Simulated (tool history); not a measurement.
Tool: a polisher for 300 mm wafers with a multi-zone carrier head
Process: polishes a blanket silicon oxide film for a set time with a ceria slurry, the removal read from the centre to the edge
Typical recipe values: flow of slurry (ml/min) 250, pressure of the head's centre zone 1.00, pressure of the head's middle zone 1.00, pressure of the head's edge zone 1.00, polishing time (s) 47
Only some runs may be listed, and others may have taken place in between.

| run | hour | flow of slurry (ml/min) | pressure of the head's centre zone | pressure of the head's middle zone | pressure of the head's edge zone | polishing time (s) | wafers since the last listed run | wafers polished on this pad | hours since the slurry nozzle was cleaned | hours since the centre zone pressure was calibrated | hours since the edge zone pressure was calibrated | hours since the carrier head's membrane was replaced | incoming thickness of the incoming film, nm | film removed at the wafer's centre (angstrom) | film removed at mid-radius (angstrom) | film removed at the wafer's edge (angstrom) |
|---|---|---|---|---|---|---|---|---|---|---|---|---|---|---|---|---|
| 1 | 0.0 | 170 | 0.92 | 1.09 | 1.00 | 63 | 0 | 4021 | 524.4 | 444.6 | 34.8 | 471.3 | 1073.5 | 3249 | 3702 | 3474 |
| 2 | 91.7 | 315 | 1.00 | 1.11 | 1.07 | 54 | 1183 | 5205 | 616.1 | 536.3 | 126.5 | 563.0 | 1069.3 | 3253 | 3481 | 3164 |
| 3 | 171.3 | 250 | 1.00 | 1.00 | 1.00 | 47 | 1027 | 6232 | 695.7 | 615.9 | 206.1 | 642.6 | 1090.1 | 2741 | 2783 | 2698 |
|  | 221.3 | slurry nozzle cleaned |
|  | 270.5 | centre zone pressure recalibrated |
| 4 | 297.5 | 250 | 1.05 | 1.00 | 1.06 | 47 | 1590 | 7822 | 76.2 | 27.0 | 332.3 | 768.8 | 1060.7 | 2705 | 2675 | 2727 |
| 5 | 368.9 | 250 | 1.00 | 1.00 | 1.00 | 47 | 921 | 8744 | 147.6 | 98.4 | 403.7 | 840.2 | 1069.7 | 2660 | 2712 | 2586 |
|  | 375.5 | worn pad replaced by a new one |
| 6 | 469.5 | 250 | 0.95 | 1.00 | 1.07 | 47 | 1246 | 1213 | 248.2 | 199.0 | 504.3 | 940.8 | 1084.6 | 2773 | 2945 | 2939 |
| 7 | 552.6 | 195 | 1.00 | 0.88 | 0.94 | 63 | 1072 | 2285 | 331.3 | 282.1 | 587.4 | 1023.9 | 1067.1 | 3662 | 3354 | 3577 |
| 8 | 605.0 | 250 | 1.00 | 0.88 | 1.00 | 52 | 676 | 2962 | 383.7 | 334.5 | 639.8 | 1076.3 | 1087.2 | 3155 | 2917 | 3014 |
|  | 633.3 | edge zone pressure recalibrated |
| 9 | 847.5 | 250 | 1.00 | 0.89 | 1.00 | 47 | 3103 | 6066 | 626.2 | 577.0 | 214.2 | 1318.8 | 1067.7 | 2709 | 2545 | 2642 |
| 10 | 946.2 | 175 | 1.00 | 1.00 | 1.08 | 47 | 1273 | 7339 | 724.9 | 675.7 | 312.9 | 1417.5 | 1077.1 | 2571 | 2591 | 2633 |
| 11 | 1022.7 | 250 | 0.92 | 1.00 | 0.90 | 40 | 987 | 8327 | 801.4 | 752.2 | 389.4 | 1494.0 | 1087.5 | 2160 | 2276 | 2154 |
| 12 | 1063.0 | 250 | 0.95 | 1.06 | 1.00 | 47 | 520 | 8847 | 841.7 | 792.5 | 429.7 | 1534.3 | 1060.2 | 2619 | 2781 | 2638 |
|  | 1068.2 | centre zone pressure recalibrated |
|  | 1087.6 | slurry nozzle cleaned |
| 13 | 1120.8 | 185 | 1.07 | 1.00 | 1.00 | 57 | 707 | 9554 | 33.2 | 52.6 | 487.5 | 1592.1 | 1059.4 | 3292 | 3069 | 3078 |
| 14 | 1157.7 | 250 | 1.00 | 1.00 | 1.00 | 47 | 476 | 10030 | 70.1 | 89.5 | 524.4 | 1629.0 | 1085.0 | 2635 | 2711 | 2715 |
|  | 1244.9 | worn pad replaced by a new one |
|  | 1311.3 | carrier head's membrane replaced by a new one |
|  | 1331.2 | edge zone pressure recalibrated |
| 15 | 1451.6 | 250 | 1.00 | 1.00 | 1.00 | 47 | 3651 | 2577 | 364.0 | 383.4 | 120.4 | 140.3 | 1072.8 | 2854 | 2793 | 2784 |
| 16 | 1541.4 | 250 | 1.00 | 0.90 | 1.00 | 54 | 1158 | 3736 | 453.8 | 473.2 | 210.2 | 230.1 | 1074.1 | 3247 | 2966 | 3181 |
| 17 | 1588.2 | 205 | 1.00 | 1.00 | 1.00 | 38 | 604 | 4340 | 500.6 | 520.0 | 257.0 | 276.9 | 1057.6 | 2179 | 2152 | 2149 |
| 18 | 1659.8 | 250 | 1.06 | 1.00 | 1.00 | 47 | 924 | 5264 | 572.2 | 591.6 | 328.6 | 348.5 | 1082.5 | 2936 | 2767 | 2675 |
| 19 | 1743.1 | 225 | 1.00 | 1.05 | 1.00 | 47 | 1075 | 6339 | 655.5 | 674.9 | 411.9 | 431.8 | 1082.8 | 2735 | 2733 | 2634 |
| 20 | 1814.1 | 290 | 1.00 | 0.90 | 1.03 | 61 | 916 | 7256 | 726.5 | 745.9 | 482.9 | 502.8 | 1076.3 | 3603 | 3402 | 3507 |
| 21 | 1879.6 | 250 | 1.00 | 1.00 | 1.00 | 62 | 845 | 8101 | 792.0 | 811.4 | 548.4 | 568.3 | 1076.9 | 3575 | 3547 | 3426 |

Predict each of these 5 candidate next runs independently; none follows another, all start after run 21:
| A | 1880.0 | 250 | 1.11 | 1.00 | 1.00 | 47 | 5 | 8106 | 792.4 | 811.8 | 548.8 | 568.7 | 1084.3 | ? | ? | ? |
| B | 1880.0 | 250 | 1.00 | 0.96 | 1.00 | 47 | 5 | 8106 | 792.4 | 811.8 | 548.8 | 568.7 | 1084.3 | ? | ? | ? |
| C | 1880.0 | 250 | 1.07 | 1.10 | 1.00 | 47 | 5 | 8106 | 792.4 | 811.8 | 548.8 | 568.7 | 1084.3 | ? | ? | ? |
| D | 1880.0 | 250 | 1.00 | 1.06 | 1.00 | 41 | 5 | 8106 | 792.4 | 811.8 | 548.8 | 568.7 | 1084.3 | ? | ? | ? |
| E | 1880.0 | 285 | 0.95 | 1.00 | 1.00 | 58 | 5 | 8106 | 792.4 | 811.8 | 548.8 | 568.7 | 1084.3 | ? | ? | ? |

| run | film removed at the wafer's centre (angstrom) | film removed at mid-radius (angstrom) | film removed at the wafer's edge (angstrom) |
|---|---|---|---|
| A | 3042 | 2657 | 2637 |
| B | 2749 | 2587 | 2638 |
| C | 2937 | 2836 | 2634 |
| D | 2399 | 2412 | 2299 |
| E | 3280 | 3327 | 3288 |
Without the tool's hidden state the same runs would have given:
| run | film removed at the wafer's centre (angstrom) | film removed at mid-radius (angstrom) | film removed at the wafer's edge (angstrom) |
|---|---|---|---|
| A | 3292 | 3003 | 2980 |
| B | 2975 | 2924 | 2981 |
| C | 3179 | 3205 | 2977 |
| D | 2596 | 2727 | 2598 |
| E | 3548 | 3761 | 3717 |

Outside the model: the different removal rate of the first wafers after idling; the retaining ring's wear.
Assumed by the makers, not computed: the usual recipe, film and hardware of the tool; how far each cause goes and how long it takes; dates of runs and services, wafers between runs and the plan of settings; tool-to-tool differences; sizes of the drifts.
